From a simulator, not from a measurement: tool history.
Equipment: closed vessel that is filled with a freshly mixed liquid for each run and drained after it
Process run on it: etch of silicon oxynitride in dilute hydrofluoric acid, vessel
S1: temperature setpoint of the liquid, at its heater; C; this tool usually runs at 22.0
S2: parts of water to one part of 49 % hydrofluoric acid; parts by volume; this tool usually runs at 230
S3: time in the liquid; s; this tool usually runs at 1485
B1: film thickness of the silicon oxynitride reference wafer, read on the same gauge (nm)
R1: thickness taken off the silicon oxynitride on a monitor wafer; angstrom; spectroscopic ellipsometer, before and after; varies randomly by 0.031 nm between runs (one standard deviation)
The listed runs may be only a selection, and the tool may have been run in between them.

run   hour    S1   S2    S3     B1     R1
  1    0.0  22.0  180  2120  59.97  192.3
  2   33.8  18.5  230  1840  59.98  108.4
  3   66.3  18.5  230  1840  60.01  107.7
  4   98.7  18.5  230  1840  59.98  108.2
  5  132.1  22.0  230  1485  60.01  103.2
  6  151.7  22.0  230  1485  60.01  103.1
  7  168.9  22.0  230  1485  59.98  102.7
  8  182.4  22.0  175  1485  60.03  140.5
  9  217.9  22.0  230  1485  60.01  103.5
 10  235.5  22.0  230  1485  59.99  104.1
 11  251.7  22.0  230  1485  60.01  104.0
 12  283.6  22.0  230  1485  60.02  103.4
 13  296.6  22.0  230  1485  60.01  104.1
     298.1  -- thermometer replaced
 14  325.9  24.0  230  1030  60.00   74.8
 15  338.3  18.5  190  1485  60.03  104.8
 16  358.4  24.0  230   650  60.00   47.8
     373.7  -- hydrofluoric acid flow meter replaced
 17  393.7  23.5  195  1965  59.98  160.1
 18  409.1  17.5  325  2325  60.02   79.8
 19  429.3  22.0  230  1485  59.99   93.5
 20  444.3  19.5  230   620  60.01   35.0
 21  477.3  25.0  310  2290  59.99  115.9
     490.1  -- gauge calibrated
 22  494.4  23.5  170  2290  60.01  219.7
 23  585.0  17.0  335  2210  60.03   72.8
 24  598.9  22.0  175  2045  60.01  178.6
 25  627.4  19.5  185   750  60.02   55.1
 26  653.2  22.0  230  1485  60.02   94.9
 27  683.6  17.5  300  1485  60.02   57.2
 28  712.2  18.0  200   630  59.96   39.5
 29  741.5  18.0  230  1805  59.99   97.3
 30  754.0  22.0  230  1485  59.98   96.2
 31  785.1  22.0  230  1485  59.99   96.2
 32  820.9  24.0  230  2140  59.99  151.0
 33  851.2  22.0  265  1485  59.99   82.1

The logged runs with the hidden state left out (each run's random variation unchanged):
The hidden state here: liquid hotter than its thermometer reads (K); hydrofluoric acid flow above the setpoint (%); gauge reads high (%).
run     R1
  1  174.0
  2   97.8
  3   97.0
  4   97.2
  5   92.6
  6   92.4
  7   92.0
  8  125.7
  9   92.3
 10   92.8
 11   92.6
 12   91.9
 13   92.4
 14   69.5
 15   97.6
 16   44.3
 17  157.6
 18   78.5
 19   91.9
 20   34.4
 21  113.5
 22  214.9
 23   70.8
 24  173.5
 25   53.4
 26   91.8
 27   55.2
 28   38.1
 29   93.6
 30   92.5
 31   92.3
 32  144.6
 33   78.4
